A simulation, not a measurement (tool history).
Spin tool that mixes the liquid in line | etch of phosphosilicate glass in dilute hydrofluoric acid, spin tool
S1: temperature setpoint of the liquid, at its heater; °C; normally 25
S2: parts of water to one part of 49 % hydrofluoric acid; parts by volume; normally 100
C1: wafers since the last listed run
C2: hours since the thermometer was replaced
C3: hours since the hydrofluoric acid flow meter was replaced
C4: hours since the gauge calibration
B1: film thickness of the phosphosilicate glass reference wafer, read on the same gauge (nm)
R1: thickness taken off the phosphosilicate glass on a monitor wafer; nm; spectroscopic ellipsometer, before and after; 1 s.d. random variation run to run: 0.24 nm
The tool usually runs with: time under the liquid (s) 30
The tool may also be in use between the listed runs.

run 1 hour=0 | S1=25 S2=100 time_under_the_liquid_(s)=20 | C1=0 C2=295 C3=139.5 C4=3105.8 | B1=90.03 | R1=28.11
run 2 hour=94.5 | S1=25 S2=100 time_under_the_liquid_(s)=30 | C1=1484 C2=389.5 C3=234 C4=3200.3 | B1=90 | R1=42.35
run 3 hour=153.4 | S1=28.5 S2=100 time_under_the_liquid_(s)=30 | C1=925 C2=448.4 C3=292.9 C4=3259.2 | B1=89.99 | R1=47.82
run 4 hour=190 | S1=26.5 S2=100 time_under_the_liquid_(s)=30 | C1=574 C2=485 C3=329.5 C4=3295.8 | B1=90 | R1=44.04
run 5 hour=296.5 | S1=26.5 S2=100 time_under_the_liquid_(s)=30 | C1=1672 C2=591.5 C3=436 C4=3402.3 | B1=90.03 | R1=44.18
run 6 hour=350.2 | S1=25 S2=100 time_under_the_liquid_(s)=25 | C1=843 C2=645.2 C3=489.7 C4=3456 | B1=89.99 | R1=34.57
-- hour=588.2 hydrofluoric acid flow meter replaced
run 7 hour=626.6 | S1=25 S2=100 time_under_the_liquid_(s)=25 | C1=4325 C2=921.6 C3=38.4 C4=3732.4 | B1=90.01 | R1=34.97
run 8 hour=667.1 | S1=25 S2=70 time_under_the_liquid_(s)=30 | C1=636 C2=962.1 C3=78.9 C4=3772.9 | B1=89.98 | R1=61.6
run 9 hour=750.3 | S1=25 S2=100 time_under_the_liquid_(s)=30 | C1=1306 C2=1045.3 C3=162.1 C4=3856.1 | B1=89.97 | R1=41.59
-- hour=803.5 gauge calibrated
run 10 hour=827.5 | S1=25 S2=100 time_under_the_liquid_(s)=30 | C1=1212 C2=1122.5 C3=239.3 C4=24 | B1=89.98 | R1=41.43
run 11 hour=896.4 | S1=22.5 S2=100 time_under_the_liquid_(s)=30 | C1=1082 C2=1191.4 C3=308.2 C4=92.9 | B1=89.99 | R1=37.52
run 12 hour=950.1 | S1=22.5 S2=70 time_under_the_liquid_(s)=35 | C1=843 C2=1245.1 C3=361.9 C4=146.6 | B1=89.98 | R1=64.31
run 13 hour=998.9 | S1=21 S2=60 time_under_the_liquid_(s)=25 | C1=766 C2=1293.9 C3=410.7 C4=195.4 | B1=90.02 | R1=50.85
run 14 hour=1044.8 | S1=23.5 S2=100 time_under_the_liquid_(s)=30 | C1=720 C2=1339.8 C3=456.6 C4=241.3 | B1=89.96 | R1=38.65
run 15 hour=1141.7 | S1=26.5 S2=130 time_under_the_liquid_(s)=40 | C1=1521 C2=1436.7 C3=553.5 C4=338.2 | B1=89.99 | R1=42.98
run 16 hour=1220 | S1=20.5 S2=50 time_under_the_liquid_(s)=45 | C1=1229 C2=1515 C3=631.8 C4=416.5 | B1=90.02 | R1=108.43
-- hour=1264 hydrofluoric acid flow meter replaced
run 17 hour=1282.4 | S1=25 S2=100 time_under_the_liquid_(s)=15 | C1=964 C2=1577.4 C3=18.4 C4=478.9 | B1=90 | R1=20.61
run 18 hour=1374.7 | S1=29.5 S2=85 time_under_the_liquid_(s)=20 | C1=1449 C2=1669.7 C3=110.7 C4=571.2 | B1=90 | R1=38.65
run 19 hour=1476.3 | S1=28 S2=100 time_under_the_liquid_(s)=30 | C1=1595 C2=1771.3 C3=212.3 C4=672.8 | B1=89.99 | R1=45.66
run 20 hour=1522.2 | S1=25 S2=60 time_under_the_liquid_(s)=30 | C1=720 C2=1817.2 C3=258.2 C4=718.7 | B1=90.02 | R1=71.33
run 21 hour=1607.8 | S1=22 S2=55 time_under_the_liquid_(s)=15 | C1=1344 C2=1902.8 C3=343.8 C4=804.3 | B1=89.99 | R1=34.73
run 22 hour=1649 | S1=25 S2=100 time_under_the_liquid_(s)=30 | C1=647 C2=1944 C3=385 C4=845.5 | B1=90.01 | R1=40.79
-- hour=1658.6 thermometer replaced
run 23 hour=1707.2 | S1=25 S2=65 time_under_the_liquid_(s)=45 | C1=898 C2=48.6 C3=443.2 C4=903.7 | B1=89.99 | R1=101.65
run 24 hour=1809.2 | S1=27 S2=130 time_under_the_liquid_(s)=30 | C1=1601 C2=150.6 C3=545.2 C4=1005.7 | B1=90.01 | R1=33.65
run 25 hour=1916.7 | S1=20 S2=100 time_under_the_liquid_(s)=30 | C1=1688 C2=258.1 C3=652.7 C4=1113.2 | B1=90.03 | R1=34.04
-- hour=1967.5 hydrofluoric acid flow meter replaced
run 26 hour=1976.7 | S1=25 S2=100 time_under_the_liquid_(s)=30 | C1=926 C2=318.1 C3=9.2 C4=1173.2 | B1=89.98 | R1=41.95
run 27 hour=2032.3 | S1=25 S2=100 time_under_the_liquid_(s)=50 | C1=873 C2=373.7 C3=64.8 C4=1228.8 | B1=89.96 | R1=69.94
run 28 hour=2131.5 | S1=25 S2=100 time_under_the_liquid_(s)=30 | C1=1557 C2=472.9 C3=164 C4=1328 | B1=89.98 | R1=41.72
run 29 hour=2208.5 | S1=27 S2=100 time_under_the_liquid_(s)=30 | C1=1209 C2=549.9 C3=241 C4=1405 | B1=90 | R1=45.35
run 30 hour=2279.6 | S1=30 S2=55 time_under_the_liquid_(s)=45 | C1=1116 C2=621 C3=312.1 C4=1476.1 | B1=90.01 | R1=146.29
run 31 hour=2353.3 | S1=25 S2=100 time_under_the_liquid_(s)=30 | C1=1157 C2=694.7 C3=385.8 C4=1549.8 | B1=90 | R1=41.62

Predict each of these 5 candidate next runs independently; none follows another, all start after run 31:
run A hour=2353.7 | S1=25 S2=150 time_under_the_liquid_(s)=30 | C1=6 C2=695.1 C3=386.2 C4=1550.2 | B1=? | R1=?
run B hour=2353.7 | S1=21.5 S2=65 time_under_the_liquid_(s)=15 | C1=6 C2=695.1 C3=386.2 C4=1550.2 | B1=? | R1=?
run C hour=2353.7 | S1=21 S2=145 time_under_the_liquid_(s)=30 | C1=6 C2=695.1 C3=386.2 C4=1550.2 | B1=? | R1=?
run D hour=2353.7 | S1=28.5 S2=60 time_under_the_liquid_(s)=25 | C1=6 C2=695.1 C3=386.2 C4=1550.2 | B1=? | R1=?
run E hour=2353.7 | S1=25 S2=120 time_under_the_liquid_(s)=30 | C1=6 C2=695.1 C3=386.2 C4=1550.2 | B1=? | R1=?

run=A B1=90 R1=26.23
run=B B1=90 R1=29.11
run=C B1=90 R1=23.36
run=D B1=90 R1=70.28
run=E B1=90 R1=33.97
Take away the tool's hidden state, keep each run's random variation, and the runs would have read:
run=A R1=26.66
run=B R1=29.63
run=C R1=23.76
run=D R1=71.48
run=E R1=34.54
